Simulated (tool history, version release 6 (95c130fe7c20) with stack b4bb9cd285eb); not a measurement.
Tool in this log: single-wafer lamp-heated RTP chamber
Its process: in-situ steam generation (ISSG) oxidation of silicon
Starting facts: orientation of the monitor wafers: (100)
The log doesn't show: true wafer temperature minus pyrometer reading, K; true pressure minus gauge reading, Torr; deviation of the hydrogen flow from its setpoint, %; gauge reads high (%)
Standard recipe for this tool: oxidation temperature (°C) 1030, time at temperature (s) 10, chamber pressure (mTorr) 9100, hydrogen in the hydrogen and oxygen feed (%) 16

run   hour  oxidation temperature (°C)  time at temperature (s)  chamber pressure (mTorr)  hydrogen in the hydrogen and oxygen feed (%)  wafers since the last listed run  wafers since the last pyrometer calibration  hours since the pressure gauge was zeroed  hours since the hydrogen flow controller was replaced  hours since the gauge calibration  read-back reference wafer on the same gauge, thickness  oxide thickness on the monitor wafer (nm)
  1    0.0                        1030                       10                      9100                                            16                                 0                                          789                                     4921.1                                                 3074.1                              422.7                                                   3.125                                      3.873
  2   54.8                        1030                       10                      9100                                            16                               480                                         1270                                     4975.9                                                 3128.9                              477.5                                                   3.129                                      3.906
      80.1  -- pyrometer window cleaned and pyrometer calibrated
  3  107.7                        1030                       10                      9100                                            16                               394                                          242                                     5028.8                                                 3181.8                              530.4                                                   3.132                                      3.822
  4  159.5                        1030                       10                      9100                                            16                               454                                          696                                     5080.6                                                 3233.6                              582.2                                                   3.127                                      3.889
  5  195.0                        1030                       10                      9100                                            16                               311                                         1008                                     5116.1                                                 3269.1                              617.7                                                   3.124                                      3.877
     232.2  -- pyrometer window cleaned and pyrometer calibrated
  6  248.9                        1037                       10                      9100                                            16                               402                                          146                                     5170.0                                                 3323.0                              671.6                                                   3.124                                      3.888
  7  290.4                        1030                       10                      9100                                            16                               364                                          510                                     5211.5                                                 3364.5                              713.1                                                   3.128                                      3.898
     342.3  -- gauge calibrated
     413.0  -- pressure gauge zeroed
     432.1  -- pyrometer window cleaned and pyrometer calibrated
  8  432.6                        1030                       10                      8500                                            21                              1107                                            4                                       19.6                                                 3506.7                               90.3                                                   3.134                                      4.051
  9  468.8                        1045                       10                      9100                                            16                               317                                          322                                       55.8                                                 3542.9                              126.5                                                   3.131                                      4.096
     484.2  -- hydrogen flow controller replaced
 10  548.7                        1030                       10                      9100                                            16                               630                                          953                                      135.7                                                   64.5                              206.4                                                   3.134                                      3.915
     590.7  -- pyrometer window cleaned and pyrometer calibrated
 11  592.5                        1045                       10                     10200                                            22                               314                                           16                                      179.5                                                  108.3                              250.2                                                   3.132                                      4.271
 12  650.5                        1030                       12                      9100                                            16                               509                                          525                                      237.5                                                  166.3                              308.2                                                   3.130                                      4.204
 13  698.1                        1030                       10                      9100                                            23                               417                                          942                                      285.1                                                  213.9                              355.8                                                   3.129                                      4.248
 14  763.4                        1049                       10                      9100                                            25                               573                                         1515                                      350.4                                                  279.2                              421.1                                                   3.127                                      4.724

5 options for the next run, each taken on its own from the tool as it stands now. Forecast them:
  A  763.8                        1030                        8                      9100                                            16                                 3                                         1519                                      350.8                                                  279.6                              421.5                                                       ?                                          ?
  B  763.8                        1048                        7                      9600                                            11                                 3                                         1519                                      350.8                                                  279.6                              421.5                                                       ?                                          ?
  C  763.8                        1019                        7                      9100                                            16                                 3                                         1519                                      350.8                                                  279.6                              421.5                                                       ?                                          ?
  D  763.8                        1012                       12                      8600                                            19                                 3                                         1519                                      350.8                                                  279.6                              421.5                                                       ?                                          ?
  E  763.8                        1049                        8                      9600                                            16                                 3                                         1519                                      350.8                                                  279.6                              421.5                                                       ?                                          ?

run  read-back reference wafer on the same gauge, thickness  oxide thickness on the monitor wafer (nm)
  A                                                   3.128                                      3.532
  B                                                   3.128                                      3.241
  C                                                   3.128                                      3.187
  D                                                   3.128                                      4.158
  E                                                   3.128                                      3.802
What these runs would have given with no unlogged condition in the tool:
run  oxide thickness on the monitor wafer (nm)
  A                                      3.401
  B                                      3.111
  C                                      3.083
  D                                      4.001
  E                                      3.641

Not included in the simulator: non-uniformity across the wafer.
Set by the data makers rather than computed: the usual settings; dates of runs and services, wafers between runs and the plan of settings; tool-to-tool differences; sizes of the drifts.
